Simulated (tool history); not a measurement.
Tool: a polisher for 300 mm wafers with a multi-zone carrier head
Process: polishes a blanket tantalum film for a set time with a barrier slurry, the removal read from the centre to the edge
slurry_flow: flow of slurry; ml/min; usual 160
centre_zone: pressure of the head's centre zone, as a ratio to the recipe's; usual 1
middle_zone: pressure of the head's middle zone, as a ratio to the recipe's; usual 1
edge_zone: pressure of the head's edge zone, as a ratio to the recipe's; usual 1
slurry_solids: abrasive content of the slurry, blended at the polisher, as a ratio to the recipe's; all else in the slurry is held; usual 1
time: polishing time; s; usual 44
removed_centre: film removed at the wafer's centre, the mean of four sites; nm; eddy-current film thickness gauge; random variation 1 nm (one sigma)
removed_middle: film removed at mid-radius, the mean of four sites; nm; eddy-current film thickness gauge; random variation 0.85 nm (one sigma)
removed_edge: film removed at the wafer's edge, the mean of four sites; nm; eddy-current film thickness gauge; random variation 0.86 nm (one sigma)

run	hour	slurry_flow	centre_zone	middle_zone	edge_zone	slurry_solids	time	incoming thickness of the incoming film, nm	removed_centre	removed_middle	removed_edge
1	0	160	1	1	0.95	1	44	224.2	71.9	73.4	72.7
2	8.1	160	1	1	0.95	1	44	218.5	71.8	72.6	71.2
3	16.4	160	1	1	1	1	44	218.6	72.6	74.6	72.1
4	30.7	160	1	1	1	0.8	44	220.7	66.6	68.3	68.1
5	46.7	160	1.04	1	1	1	44	221.8	74	73.8	73.1
# hour 58.7: slurry nozzle cleaned
# hour 60.1: edge zone pressure recalibrated
6	62.3	160	1	1.07	1	1	55	218.7	83.7	91.8	87.9
# hour 68.7: worn pad replaced by a new one
# hour 72.9: carrier head's membrane replaced by a new one
7	75.4	160	1	0.93	0.93	1.1	38	219.4	58.3	57.6	60.6
8	85.2	160	1.09	1	1	1	44	221.2	70.2	68	70.8
9	95.9	160	0.97	1	1	1	33	217.2	47.9	51.4	52.5
10	111.4	160	1	1	1	1	44	218.4	65.9	67.5	69.3
11	119.9	160	0.91	1	1	1	44	223.6	60.9	67.7	69.3
# hour 132.4: centre zone pressure recalibrated
12	140.1	160	1	1	1.06	0.75	44	220.5	59.1	61.6	66.4

The next listed run, before its measurement:
# hour 151.3: slurry nozzle cleaned, repeated, since the last time left the tool worse
# hour 152.6: worn pad replaced by a new one
13	153.1	160	0.95	1.11	1	1	59	219.7	?	?	?

{"run 13": {"removed_centre": 97.2, "removed_middle": 109.2, "removed_edge": 99.6}}
Without the tool's hidden state the same run would have given removed_centre 97.5 nm, removed_middle 109.4 nm, removed_edge 99.7 nm.
